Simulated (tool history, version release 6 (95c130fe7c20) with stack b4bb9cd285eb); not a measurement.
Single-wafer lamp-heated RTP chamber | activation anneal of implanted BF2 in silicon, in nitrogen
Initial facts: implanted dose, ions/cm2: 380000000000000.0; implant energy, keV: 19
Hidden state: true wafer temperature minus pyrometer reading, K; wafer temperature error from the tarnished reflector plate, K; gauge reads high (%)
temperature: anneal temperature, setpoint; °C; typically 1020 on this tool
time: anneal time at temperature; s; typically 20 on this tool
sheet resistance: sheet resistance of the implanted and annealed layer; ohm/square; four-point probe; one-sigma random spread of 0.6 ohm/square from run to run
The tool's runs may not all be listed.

run    hour  temperature  time  wafers since the last listed run  wafers since the last pyrometer calibration  wafers since the reflector plate was cleaned  hours since the gauge calibration  read-back reference wafer on the same gauge, sheet resistance  sheet resistance
  1       0         1020    20                                 0                                         3145                                          2764                                138                                                         396.73            340.24
       43.9  -- pyrometer window cleaned and pyrometer calibrated
  2    51.8         1020    20                               458                                           82                                          3222                              189.8                                                         396.81            344.05
  3    93.8         1020    20                               439                                          521                                          3662                              231.8                                                          397.3            344.05
  4   138.9         1020    25                               471                                          993                                          4133                              276.9                                                         396.91            341.32
  5   198.6         1020    20                               624                                         1617                                          4758                              336.6                                                         397.01            343.07
  6   242.5         1020    20                               459                                         2077                                          5217                              380.5                                                         397.13            342.75
  7   268.9         1020    20                               276                                         2353                                          5493                              406.9                                                         397.06            341.02
      283.6  -- reflector plate cleaned
      324.9  -- pyrometer window cleaned and pyrometer calibrated
  8   340.3         1020    20                               579                                          160                                           509                              478.3                                                         397.03            343.56
  9     383         1020    20                               446                                          607                                           956                                521                                                         396.73            344.28
 10   424.4         1020    20                               432                                         1040                                          1389                              562.4                                                         396.77            343.59
 11   454.4         1000    20                               313                                         1353                                          1702                              592.4                                                         396.91            349.07
 12   497.6         1020    20                               451                                         1805                                          2154                              635.6                                                         396.71            343.05
 13   556.6         1020    20                               617                                         2422                                          2771                              694.6                                                         397.07            342.08
      599.6  -- pyrometer window cleaned and pyrometer calibrated
 14   615.4         1020    20                               531                                          165                                          3302                              753.4                                                         396.93            343.49
 15   652.9         1011    14                               392                                          557                                          3695                              790.9                                                         397.04            347.98
 16   692.5          993    16                               414                                          971                                          4109                              830.5                                                         397.02            353.28
 17   739.8         1020    20                               494                                         1466                                          4603                              877.8                                                         397.01            343.78
 18   805.5         1002    25                               687                                         2153                                          5290                              943.5                                                         397.13            344.85
      884.1  -- pyrometer window cleaned and pyrometer calibrated
      896.9  -- reflector plate cleaned
      970.9  -- gauge calibrated
 19  1012.6         1020    20                              1998                                         1260                                          1210                               41.7                                                         397.14            344.32
 20  1080.5         1040    16                               710                                         1970                                          1920                              109.6                                                         396.89            339.12
 21  1132.7          993     9                               545                                         2516                                          2466                              161.8                                                          396.8            354.63
     1183.4  -- pyrometer window cleaned and pyrometer calibrated
 22  1198.5         1020    20                               604                                          158                                          3070                              227.6                                                         397.07            344.05
 23  1233.2         1020    20                               362                                          521                                          3433                              262.3                                                         396.93            343.32
 24  1262.1         1003    31                               302                                          823                                          3735                              291.2                                                         396.84            344.17
 25  1301.6         1020    27                               413                                         1236                                          4148                              330.7                                                         396.95             339.8
 26  1362.5         1043     9                               636                                         1873                                          4785                              391.6                                                         396.85            343.32
 27  1388.3         1031    12                               269                                         2143                                          5055                              417.4                                                         396.82            343.43
     1514.8  -- reflector plate cleaned
     1519.5  -- pyrometer window cleaned and pyrometer calibrated
 28  1570.8         1020    20                              1775                                          536                                           536                              599.9                                                            397            343.29

Subtracting, for every run, the result it would have given without the tool's unlogged condition from the measured result gives the following. The same run-to-run variation enters both numbers; the gauge's scatter may not:
run  sheet resistance
  1             -3.28
  2             -0.23
  3              -0.3
  4             -0.53
  5             -0.92
  6             -1.38
  7             -1.72
  8             -0.21
  9              -0.3
 10             -0.48
 11             -0.86
 12             -1.06
 13              -1.8
 14             -0.18
 15             -0.22
 16             -0.84
 17             -0.74
 18             -1.55
 19             -0.55
 20             -1.21
 21             -3.53
 22             -0.28
 23             -0.35
 24             -0.57
 25             -0.77
 26             -1.01
 27             -1.38
 28             -0.26
